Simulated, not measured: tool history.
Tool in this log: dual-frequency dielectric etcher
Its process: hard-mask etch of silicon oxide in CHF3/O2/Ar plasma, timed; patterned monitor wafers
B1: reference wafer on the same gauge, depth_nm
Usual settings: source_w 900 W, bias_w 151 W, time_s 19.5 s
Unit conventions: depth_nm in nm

{"run": 1, "hour": 0.0, "source_w": 830, "bias_w": 151, "time_s": 19.5, "B1": 40.17, "depth_nm": 37.1}
{"run": 2, "hour": 197.0, "source_w": 830, "bias_w": 151, "time_s": 19.5, "B1": 40.15, "depth_nm": 36.37}
{"run": 3, "hour": 242.7, "source_w": 900, "bias_w": 122, "time_s": 19.5, "B1": 40.05, "depth_nm": 36.03}
{"run": 4, "hour": 281.1, "source_w": 900, "bias_w": 122, "time_s": 19.5, "B1": 40.11, "depth_nm": 35.35}
{"run": 5, "hour": 359.2, "source_w": 900, "bias_w": 136, "time_s": 19.5, "B1": 39.99, "depth_nm": 35.39}
{"run": 6, "hour": 457.5, "source_w": 900, "bias_w": 136, "time_s": 19.5, "B1": 40.18, "depth_nm": 35.37}
{"run": 7, "hour": 521.6, "source_w": 900, "bias_w": 136, "time_s": 19.5, "B1": 40.01, "depth_nm": 35.15}
{"hour": 547.2, "done": "wet clean of the chamber"}
{"run": 8, "hour": 610.3, "source_w": 900, "bias_w": 151, "time_s": 19.5, "B1": 40.08, "depth_nm": 38.77}
{"hour": 642.4, "done": "bias power generator calibrated"}
{"run": 9, "hour": 695.6, "source_w": 900, "bias_w": 151, "time_s": 19.5, "B1": 40.13, "depth_nm": 38.01}
{"hour": 704.4, "done": "gauge calibrated"}
{"hour": 794.3, "done": "upper electrode replaced"}
{"run": 10, "hour": 794.8, "source_w": 900, "bias_w": 151, "time_s": 19.5, "B1": 40.1, "depth_nm": 38.3}
{"hour": 805.1, "done": "source power generator calibrated"}
{"run": 11, "hour": 899.5, "source_w": 900, "bias_w": 151, "time_s": 19.5, "B1": 40.17, "depth_nm": 37.1}
{"run": 12, "hour": 936.8, "source_w": 900, "bias_w": 138, "time_s": 22, "B1": 40.2, "depth_nm": 41.26}
{"run": 13, "hour": 1029.0, "source_w": 960, "bias_w": 170, "time_s": 25.5, "B1": 40.07, "depth_nm": 51.01}
{"run": 14, "hour": 1111.9, "source_w": 1110, "bias_w": 123, "time_s": 16, "B1": 40.11, "depth_nm": 30.36}
{"hour": 1153.9, "done": "wet clean of the chamber"}
{"run": 15, "hour": 1161.6, "source_w": 900, "bias_w": 151, "time_s": 19.5, "B1": 40.06, "depth_nm": 38.89}
{"run": 16, "hour": 1265.2, "source_w": 740, "bias_w": 184, "time_s": 14, "B1": 40.2, "depth_nm": 27.52}
{"run": 17, "hour": 1355.5, "source_w": 900, "bias_w": 151, "time_s": 19.5, "B1": 40.25, "depth_nm": 37.13}
{"run": 18, "hour": 1462.7, "source_w": 900, "bias_w": 151, "time_s": 19.5, "B1": 40.09, "depth_nm": 37.32}

Predict the results of run 19:
{"run": 19, "hour": 1503.3, "source_w": 1030, "bias_w": 123, "time_s": 21.5, "B1": "?", "depth_nm": "?"}

B1: 40.04
depth_nm: 40.77 nm
Minus the tool's unlogged condition, the same run would have read depth_nm 42.32 nm.
